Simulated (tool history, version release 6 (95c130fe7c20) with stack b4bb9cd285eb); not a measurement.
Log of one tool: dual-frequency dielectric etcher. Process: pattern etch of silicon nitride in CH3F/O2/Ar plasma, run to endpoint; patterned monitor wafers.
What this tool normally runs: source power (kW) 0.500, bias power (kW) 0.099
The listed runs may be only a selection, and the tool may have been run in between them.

| run | hour | source power (kW) | bias power (kW) | wafers since the last listed run | hours since the last wet clean | hours since the last source power generator calibration | hours since the last bias power generator calibration | hours since the last upper electrode change | incoming incoming film thickness, nm | endpoint time (s) |
|---|---|---|---|---|---|---|---|---|---|---|
| 1 | 0.0 | 0.460 | 0.099 | 0 | 307.5 | 3712.4 | 1718.9 | 2941.0 | 17.93 | 21.3 |
| 2 | 19.9 | 0.460 | 0.099 | 277 | 327.4 | 3732.3 | 1738.8 | 2960.9 | 18.00 | 21.5 |
| 3 | 51.7 | 0.460 | 0.099 | 443 | 359.2 | 3764.1 | 1770.6 | 2992.7 | 18.03 | 21.4 |
| 4 | 75.7 | 0.500 | 0.091 | 334 | 383.2 | 3788.1 | 1794.6 | 3016.7 | 17.97 | 21.0 |
| 5 | 91.6 | 0.500 | 0.091 | 221 | 399.1 | 3804.0 | 1810.5 | 3032.6 | 18.25 | 21.6 |
| 6 | 121.1 | 0.500 | 0.091 | 411 | 428.6 | 3833.5 | 1840.0 | 3062.1 | 18.01 | 21.4 |
| 7 | 145.8 | 0.500 | 0.099 | 344 | 453.3 | 3858.2 | 1864.7 | 3086.8 | 18.10 | 20.7 |
| 8 | 163.0 | 0.500 | 0.099 | 239 | 470.5 | 3875.4 | 1881.9 | 3104.0 | 18.08 | 20.5 |
|  | 198.9 | upper electrode replaced |
| 9 | 199.4 | 0.500 | 0.099 | 172 | 506.9 | 3911.8 | 1918.3 | 0.5 | 18.00 | 20.7 |
| 10 | 214.6 | 0.500 | 0.099 | 211 | 522.1 | 3927.0 | 1933.5 | 15.7 | 17.98 | 20.5 |
| 11 | 250.6 | 0.500 | 0.099 | 501 | 558.1 | 3963.0 | 1969.5 | 51.7 | 18.05 | 20.7 |
| 12 | 274.1 | 0.460 | 0.088 | 327 | 581.6 | 3986.5 | 1993.0 | 75.2 | 18.02 | 22.9 |
| 13 | 286.1 | 0.500 | 0.075 | 167 | 593.6 | 3998.5 | 2005.0 | 87.2 | 18.04 | 23.2 |
| 14 | 320.7 | 0.500 | 0.085 | 482 | 628.2 | 4033.1 | 2039.6 | 121.8 | 18.01 | 21.8 |
|  | 328.4 | source power generator calibrated |
|  | 391.9 | wet clean of the chamber |
| 15 | 409.4 | 0.440 | 0.121 | 845 | 17.5 | 81.0 | 2128.3 | 210.5 | 18.15 | 19.8 |
| 16 | 429.2 | 0.500 | 0.099 | 275 | 37.3 | 100.8 | 2148.1 | 230.3 | 17.94 | 20.1 |
|  | 433.5 | bias power generator calibrated |
| 17 | 447.0 | 0.610 | 0.090 | 192 | 55.1 | 118.6 | 13.5 | 248.1 | 18.26 | 19.0 |
| 18 | 467.1 | 0.500 | 0.112 | 280 | 75.2 | 138.7 | 33.6 | 268.2 | 18.29 | 19.3 |
| 19 | 492.7 | 0.500 | 0.089 | 356 | 100.8 | 164.3 | 59.2 | 293.8 | 18.05 | 21.2 |
| 20 | 514.9 | 0.540 | 0.118 | 309 | 123.0 | 186.5 | 81.4 | 316.0 | 18.03 | 17.9 |
| 21 | 536.7 | 0.500 | 0.099 | 303 | 144.8 | 208.3 | 103.2 | 337.8 | 18.16 | 20.4 |
| 22 | 561.5 | 0.440 | 0.121 | 345 | 169.6 | 233.1 | 128.0 | 362.6 | 18.08 | 20.2 |

Consider 5 possible next runs. They are alternatives, not a sequence: every one starts from the tool as it was left by run 22. What does each give?
| A | 561.9 | 0.450 | 0.099 | 5 | 170.0 | 233.5 | 128.4 | 363.0 | 18.28 | ? |
| B | 561.9 | 0.620 | 0.114 | 5 | 170.0 | 233.5 | 128.4 | 363.0 | 18.28 | ? |
| C | 561.9 | 0.550 | 0.074 | 5 | 170.0 | 233.5 | 128.4 | 363.0 | 18.28 | ? |
| D | 561.9 | 0.580 | 0.090 | 5 | 170.0 | 233.5 | 128.4 | 363.0 | 18.28 | ? |
| E | 561.9 | 0.600 | 0.099 | 5 | 170.0 | 233.5 | 128.4 | 363.0 | 18.28 | ? |

| run | endpoint time (s) |
|---|---|
| A | 21.7 |
| B | 17.0 |
| C | 21.9 |
| D | 19.5 |
| E | 18.4 |
The same runs, with their run-to-run variation unchanged, on a tool lacking any hidden condition would have given:
| run | endpoint time (s) |
|---|---|
| A | 21.5 |
| B | 16.7 |
| C | 21.6 |
| D | 19.2 |
| E | 18.1 |

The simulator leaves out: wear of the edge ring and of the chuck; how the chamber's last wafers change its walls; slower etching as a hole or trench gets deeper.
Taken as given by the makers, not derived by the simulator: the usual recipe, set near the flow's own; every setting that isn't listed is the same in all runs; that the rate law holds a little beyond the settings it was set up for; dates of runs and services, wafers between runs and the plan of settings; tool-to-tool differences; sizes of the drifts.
